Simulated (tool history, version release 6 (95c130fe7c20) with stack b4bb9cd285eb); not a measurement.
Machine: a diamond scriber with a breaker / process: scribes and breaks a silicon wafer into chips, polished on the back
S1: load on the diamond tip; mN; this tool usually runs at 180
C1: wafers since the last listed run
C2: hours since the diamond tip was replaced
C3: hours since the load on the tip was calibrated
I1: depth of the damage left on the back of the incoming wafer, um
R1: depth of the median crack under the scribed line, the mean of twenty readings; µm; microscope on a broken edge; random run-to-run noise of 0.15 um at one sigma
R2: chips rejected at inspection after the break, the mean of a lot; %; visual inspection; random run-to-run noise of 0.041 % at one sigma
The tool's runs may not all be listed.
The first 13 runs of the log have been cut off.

Run 14, hour 1051.1: usual settings; C1 184; C2 128.9; C3 550.2; I1 0.03. Result: R1 7.77 µm, R2 2.45 %.
Run 15, hour 1118.2: usual settings; C1 197; C2 196; C3 617.3; I1 0.05. Result: R1 7.18 µm, R2 3.82 %.
Run 16, hour 1181.8: usual settings; C1 187; C2 259.6; C3 680.9; I1 0.01. Result: R1 7.09 µm, R2 5.16 %.
Run 17, hour 1278.7: usual settings; C1 285; C2 356.5; C3 777.8; I1 0.04. Result: R1 7.19 µm, R2 7.1 %.
Run 18, hour 1317.7: usual settings but S1 213 mN; C1 114; C2 395.5; C3 816.8; I1 0.04. Result: R1 7.81 µm, R2 1.77 %.
Run 19, hour 1376.1: usual settings but S1 213 mN; C1 171; C2 453.9; C3 875.2; I1 0.02. Result: R1 7.5 µm, R2 2.1 %.
Run 20, hour 1457.9: usual settings but S1 228 mN; C1 240; C2 535.7; C3 957; I1 0.04. Result: R1 7.75 µm, R2 1.15 %.
Run 21, hour 1532.5: usual settings but S1 195 mN; C1 219; C2 610.3; C3 1031.6; I1 0.05. Result: R1 7.07 µm, R2 6.48 %.

What will run 22 give?
Run 22, hour 1587.2: usual settings but S1 218 mN; C1 160; C2 665; C3 1086.3; I1 0.02. Result: R1 ?, R2 ?.

R1: 7.45 µm
R2: 2.71 %
Had the tool carried no hidden state, the very same run would have given R1 9.07 µm, R2 4.03 %.
